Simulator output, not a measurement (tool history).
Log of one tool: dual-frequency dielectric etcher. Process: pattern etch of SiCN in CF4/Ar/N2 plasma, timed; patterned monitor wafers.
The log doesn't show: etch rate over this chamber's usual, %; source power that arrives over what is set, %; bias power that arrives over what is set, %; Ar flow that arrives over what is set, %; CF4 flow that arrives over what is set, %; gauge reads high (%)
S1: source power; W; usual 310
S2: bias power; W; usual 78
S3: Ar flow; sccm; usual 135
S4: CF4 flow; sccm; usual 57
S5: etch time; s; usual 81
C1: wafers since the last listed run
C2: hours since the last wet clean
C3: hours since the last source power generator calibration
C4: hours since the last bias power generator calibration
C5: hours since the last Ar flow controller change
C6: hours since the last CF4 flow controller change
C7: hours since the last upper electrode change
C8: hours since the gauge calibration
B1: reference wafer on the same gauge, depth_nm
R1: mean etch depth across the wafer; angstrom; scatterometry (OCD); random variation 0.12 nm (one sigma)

Run 1, hour 0: usual settings; C1 0; C2 66.5; C3 3674.1; C4 1027.4; C5 2879.5; C6 872.7; C7 3614.8; C8 541.4; B1 49.9. Result: R1 449.6 angstrom.
Run 2, hour 58.7: usual settings; C1 895; C2 125.2; C3 3732.8; C4 1086.1; C5 2938.2; C6 931.4; C7 3673.5; C8 600.1; B1 49.9. Result: R1 450.3 angstrom.
Run 3, hour 140: usual settings; C1 1240; C2 206.5; C3 3814.1; C4 1167.4; C5 3019.5; C6 1012.7; C7 3754.8; C8 681.4; B1 49.9. Result: R1 448.9 angstrom.
Run 4, hour 201.3: usual settings; C1 935; C2 267.8; C3 3875.4; C4 1228.7; C5 3080.8; C6 1074; C7 3816.1; C8 742.7; B1 49.9. Result: R1 448.8 angstrom.
Run 5, hour 257.4: usual settings; C1 856; C2 323.9; C3 3931.5; C4 1284.8; C5 3136.9; C6 1130.1; C7 3872.2; C8 798.8; B1 49.89. Result: R1 449.4 angstrom.
Run 6, hour 310: usual settings; C1 802; C2 376.5; C3 3984.1; C4 1337.4; C5 3189.5; C6 1182.7; C7 3924.8; C8 851.4; B1 49.91. Result: R1 450.8 angstrom.
Run 7, hour 377.1: usual settings; C1 1023; C2 443.6; C3 4051.2; C4 1404.5; C5 3256.6; C6 1249.8; C7 3991.9; C8 918.5; B1 49.93. Result: R1 450.6 angstrom.
Run 8, hour 417.9: usual settings; C1 622; C2 484.4; C3 4092; C4 1445.3; C5 3297.4; C6 1290.6; C7 4032.7; C8 959.3; B1 49.89. Result: R1 449.6 angstrom.
Run 9, hour 469.1: usual settings; C1 781; C2 535.6; C3 4143.2; C4 1496.5; C5 3348.6; C6 1341.8; C7 4083.9; C8 1010.5; B1 49.91. Result: R1 449.1 angstrom.
Run 10, hour 494.1: usual settings but S3 120 sccm; C1 381; C2 560.6; C3 4168.2; C4 1521.5; C5 3373.6; C6 1366.8; C7 4108.9; C8 1035.5; B1 49.89. Result: R1 454.7 angstrom.
At hour 525: bias power generator calibrated.
At hour 541.8: wet clean of the chamber.
At hour 554.6: upper electrode replaced.
Run 11, hour 555.1: usual settings but S3 124 sccm, S4 48 sccm; C1 418; C2 13.3; C3 4229.2; C4 30.1; C5 3434.6; C6 1427.8; C7 0.5; C8 1096.5; B1 49.9. Result: R1 446.7 angstrom.
At hour 597.8: gauge calibrated.
Run 12, hour 600.4: usual settings; C1 691; C2 58.6; C3 4274.5; C4 75.4; C5 3479.9; C6 1473.1; C7 45.8; C8 2.6; B1 49.89. Result: R1 450.4 angstrom.
Run 13, hour 679.7: usual settings but S2 66 W, S4 48 sccm; C1 1210; C2 137.9; C3 4353.8; C4 154.7; C5 3559.2; C6 1552.4; C7 125.1; C8 81.9; B1 49.88. Result: R1 423.1 angstrom.
At hour 692: CF4 flow controller replaced.
At hour 710.5: Ar flow controller replaced.
Run 14, hour 714.8: usual settings; C1 352; C2 173; C3 4388.9; C4 189.8; C5 4.3; C6 22.8; C7 160.2; C8 117; B1 49.9. Result: R1 449.9 angstrom.
At hour 731.9: source power generator calibrated.
Run 15, hour 754.5: usual settings; C1 544; C2 212.7; C3 22.6; C4 229.5; C5 44; C6 62.5; C7 199.9; C8 156.7; B1 49.87. Result: R1 447.9 angstrom.
Run 16, hour 796.4: usual settings but S2 60 W, S4 61 sccm; C1 639; C2 254.6; C3 64.5; C4 271.4; C5 85.9; C6 104.4; C7 241.8; C8 198.6; B1 49.88. Result: R1 419.6 angstrom.
Run 17, hour 850.1: usual settings; C1 819; C2 308.3; C3 118.2; C4 325.1; C5 139.6; C6 158.1; C7 295.5; C8 252.3; B1 49.89. Result: R1 448.5 angstrom.
Run 18, hour 901: usual settings but S3 157 sccm, S4 70 sccm; C1 776; C2 359.2; C3 169.1; C4 376; C5 190.5; C6 209; C7 346.4; C8 303.2; B1 49.89. Result: R1 449.5 angstrom.
Run 19, hour 926.9: usual settings but S4 46 sccm, S5 97.5 s; C1 395; C2 385.1; C3 195; C4 401.9; C5 216.4; C6 234.9; C7 372.3; C8 329.1; B1 49.93. Result: R1 530.8 angstrom.
Run 20, hour 952.2: usual settings but S2 93 W, S4 64 sccm; C1 386; C2 410.4; C3 220.3; C4 427.2; C5 241.7; C6 260.2; C7 397.6; C8 354.4; B1 49.91. Result: R1 478.9 angstrom.

Forecast each of these 5 alternatives for the next run:
Run A, hour 952.6: usual settings; C1 6; C2 410.8; C3 220.7; C4 427.6; C5 242.1; C6 260.6; C7 398; C8 354.8; B1 ?. Result: R1 ?.
Run B, hour 952.6: usual settings but S1 290 W, S2 58 W; C1 6; C2 410.8; C3 220.7; C4 427.6; C5 242.1; C6 260.6; C7 398; C8 354.8; B1 ?. Result: R1 ?.
Run C, hour 952.6: usual settings but S3 164 sccm, S4 53 sccm; C1 6; C2 410.8; C3 220.7; C4 427.6; C5 242.1; C6 260.6; C7 398; C8 354.8; B1 ?. Result: R1 ?.
Run D, hour 952.6: usual settings but S4 69 sccm; C1 6; C2 410.8; C3 220.7; C4 427.6; C5 242.1; C6 260.6; C7 398; C8 354.8; B1 ?. Result: R1 ?.
Run E, hour 952.6: usual settings but S1 280 W, S4 62 sccm; C1 6; C2 410.8; C3 220.7; C4 427.6; C5 242.1; C6 260.6; C7 398; C8 354.8; B1 ?. Result: R1 ?.

run     B1     R1
  A  49.89  448.7
  B  49.89  392.8
  C  49.89  439.2
  D  49.89  455.8
  E  49.89  417.7
Without the tool's hidden state the same runs would have given:
run     R1
  A  448.7
  B  392.8
  C  439.2
  D  455.8
  E  417.7

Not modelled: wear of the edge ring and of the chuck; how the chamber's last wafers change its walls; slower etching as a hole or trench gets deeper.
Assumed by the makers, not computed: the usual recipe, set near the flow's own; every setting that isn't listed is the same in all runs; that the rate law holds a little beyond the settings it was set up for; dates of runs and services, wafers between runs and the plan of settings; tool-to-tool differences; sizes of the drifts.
